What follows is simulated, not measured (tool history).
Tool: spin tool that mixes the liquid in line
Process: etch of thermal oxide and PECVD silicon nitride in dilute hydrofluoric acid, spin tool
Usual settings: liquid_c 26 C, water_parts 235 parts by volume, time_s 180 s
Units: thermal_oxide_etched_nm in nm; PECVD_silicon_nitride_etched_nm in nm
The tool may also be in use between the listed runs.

| run | hour | liquid_c | water_parts | time_s | read-back film thickness of the thermal oxide reference wafer, read on the same gauge (nm) | read-back film thickness of the PECVD silicon nitride reference wafer, read on the same gauge (nm) | thermal_oxide_etched_nm | PECVD_silicon_nitride_etched_nm |
|---|---|---|---|---|---|---|---|---|
| 1 | 0 | 26 | 235 | 180 | 49.994 | 109.97 | 3.398 | 2.673 |
| 2 | 28.4 | 26 | 235 | 265 | 49.994 | 110.009 | 5.064 | 4.056 |
| 3 | 42.6 | 26 | 235 | 180 | 50.014 | 110.007 | 3.382 | 2.715 |
|  | 56.1 | hydrofluoric acid flow meter replaced |
|  | 69.9 | thermometer replaced |
| 4 | 71.9 | 22.5 | 235 | 180 | 50.004 | 110.002 | 2.781 | 1.867 |
| 5 | 107.1 | 22.5 | 235 | 180 | 50.015 | 110.019 | 2.774 | 1.874 |
| 6 | 129.5 | 22.5 | 235 | 180 | 50.036 | 110.028 | 2.747 | 1.915 |
| 7 | 163.2 | 26 | 235 | 125 | 50.012 | 109.969 | 2.169 | 1.645 |
| 8 | 221.4 | 26 | 235 | 125 | 49.986 | 109.994 | 2.176 | 1.676 |
| 9 | 237.8 | 26 | 235 | 180 | 50.036 | 109.991 | 3.137 | 2.37 |
| 10 | 273.7 | 29 | 235 | 180 | 49.985 | 110.011 | 3.533 | 2.895 |
| 11 | 295.7 | 26 | 235 | 125 | 50.019 | 109.969 | 2.213 | 1.689 |
| 12 | 327.8 | 29.5 | 330 | 85 | 50.002 | 109.986 | 1.071 | 0.977 |
| 13 | 350.8 | 26 | 235 | 180 | 49.997 | 110.026 | 3.152 | 2.428 |
| 14 | 380.3 | 26 | 175 | 220 | 50.02 | 109.974 | 5.616 | 3.975 |
| 15 | 408.4 | 26 | 180 | 90 | 49.994 | 109.984 | 2.23 | 1.594 |
|  | 432.7 | gauge calibrated |
| 16 | 440.8 | 22.5 | 235 | 180 | 49.997 | 109.961 | 2.83 | 1.958 |
| 17 | 475 | 23 | 185 | 115 | 49.97 | 109.998 | 2.464 | 1.645 |
| 18 | 504.4 | 26 | 235 | 180 | 50.011 | 110.022 | 3.178 | 2.477 |
| 19 | 522.5 | 22 | 340 | 225 | 50.013 | 109.95 | 2.187 | 1.689 |
| 20 | 552.1 | 26 | 235 | 180 | 49.985 | 109.976 | 3.204 | 2.458 |
| 21 | 585.4 | 26 | 235 | 270 | 49.996 | 110.026 | 4.803 | 3.706 |
| 22 | 671.2 | 23.5 | 125 | 225 | 50.01 | 109.978 | 7.933 | 4.955 |
| 23 | 685.8 | 22 | 315 | 85 | 49.996 | 109.999 | 0.907 | 0.695 |
| 24 | 707.7 | 26 | 235 | 180 | 50.017 | 110.004 | 3.275 | 2.517 |
| 25 | 738.8 | 22.5 | 315 | 245 | 49.988 | 110.048 | 2.679 | 2.065 |
| 26 | 755.2 | 26 | 155 | 70 | 50.015 | 109.948 | 2.087 | 1.502 |

Forecast each of these 4 alternatives for the next run:
| A | 755.7 | 26 | 235 | 130 | ? | ? | ? | ? |
| B | 755.7 | 30.5 | 235 | 70 | ? | ? | ? | ? |
| C | 755.7 | 26 | 235 | 230 | ? | ? | ? | ? |
| D | 755.7 | 26 | 315 | 180 | ? | ? | ? | ? |

| run | read-back film thickness of the thermal oxide reference wafer, read on the same gauge (nm) | read-back film thickness of the PECVD silicon nitride reference wafer, read on the same gauge (nm) | thermal_oxide_etched_nm | PECVD_silicon_nitride_etched_nm |
|---|---|---|---|---|
| A | 49.985 | 109.998 | 2.334 | 1.827 |
| B | 49.985 | 109.998 | 1.464 | 1.284 |
| C | 49.985 | 109.998 | 4.13 | 3.232 |
| D | 49.985 | 109.998 | 2.214 | 1.882 |
Without the tool's hidden state the same runs would have given:
| run | thermal_oxide_etched_nm | PECVD_silicon_nitride_etched_nm |
|---|---|---|
| A | 2.238 | 1.698 |
| B | 1.407 | 1.198 |
| C | 3.96 | 3.005 |
| D | 2.127 | 1.753 |
